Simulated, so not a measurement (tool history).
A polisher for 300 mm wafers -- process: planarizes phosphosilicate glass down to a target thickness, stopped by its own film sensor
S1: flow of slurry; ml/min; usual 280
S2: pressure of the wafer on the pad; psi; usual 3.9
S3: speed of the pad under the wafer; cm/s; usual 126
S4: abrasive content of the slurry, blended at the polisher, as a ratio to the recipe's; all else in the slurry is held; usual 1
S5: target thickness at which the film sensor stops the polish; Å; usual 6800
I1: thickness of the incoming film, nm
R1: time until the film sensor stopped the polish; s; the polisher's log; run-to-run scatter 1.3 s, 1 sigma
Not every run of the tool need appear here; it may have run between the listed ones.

run,hour,S1,S2,S3,S4,S5,I1,R1
1,0,280,3.9,110,1,6800,1532,80.6
2,25.1,280,3.9,110,1,6800,1540.2,88
3,49.4,280,3.9,126,1,6800,1547.7,85.3
# hour 70.6: worn pad replaced by a new one
4,71.1,225,3.9,126,1,6800,1556.8,74.4
5,82.4,225,3.9,126,1,6800,1559.7,73.6
6,96.2,280,3.9,126,1,6800,1557.3,75.5
7,118.8,280,3.9,126,1,6800,1506.5,73.5
8,134.6,280,4.5,126,0.8,6800,1544.2,80.7
# hour 152.5: conditioning disc replaced and pad reconditioned
# hour 162.1: slurry blender recalibrated
9,162.8,280,3.9,126,1,6800,1546,75.2
10,180.6,280,3.9,126,1,6800,1548.7,77.1
11,199,280,3.9,126,1,6800,1530.6,75.9
# hour 211.5: worn pad replaced by a new one
12,226.1,280,3.9,126,1,6800,1520,69.5
13,257.2,215,2.6,148,1,7910,1533.1,85.6
14,270.4,365,3.9,126,1,6800,1543,70
15,291.5,280,3.9,126,1,6800,1531.3,72.9
16,320.9,215,3.9,126,1,6800,1532.3,80.2
# hour 324.6: slurry nozzle cleaned
17,332.9,280,4.3,126,1,9160,1519,49.7
# hour 338.5: worn pad replaced by a new one
18,351.6,280,3.9,126,1,6800,1558.9,75.6
# hour 364.3: head pressure recalibrated
19,373.7,280,3.9,126,1.2,8920,1525.2,49.7
20,433.1,365,3.9,126,1,6800,1546.2,80.2
# hour 442.5: conditioning disc replaced and pad reconditioned
21,461.8,335,3.9,126,1.3,6800,1520.5,72
# hour 473.6: worn pad replaced by a new one
# hour 479.5: slurry blender recalibrated
22,482.8,200,4.6,98,1,6800,1522.8,69.9
23,516.2,280,3.9,168,1,6800,1563.9,61.2
24,544.6,280,5.2,126,1.15,9220,1530.9,35.6
25,578,280,3.9,126,1,5740,1536.7,83.3

Here are 4 independent what-if runs from the current tool condition. What would each one return?
A,578.4,280,3.9,154,1,6800,1561.2,?
B,578.4,280,3.9,126,1,7780,1561.2,?
C,578.4,240,3.9,126,1.15,6800,1561.2,?
D,578.4,280,3.9,146,1,6800,1561.2,?

run,R1
A,72.5
B,72
C,76.7
D,74.7
Without the tool's unlogged condition, the same runs would have read:
run,R1
A,64.8
B,64.4
C,68.6
D,66.8
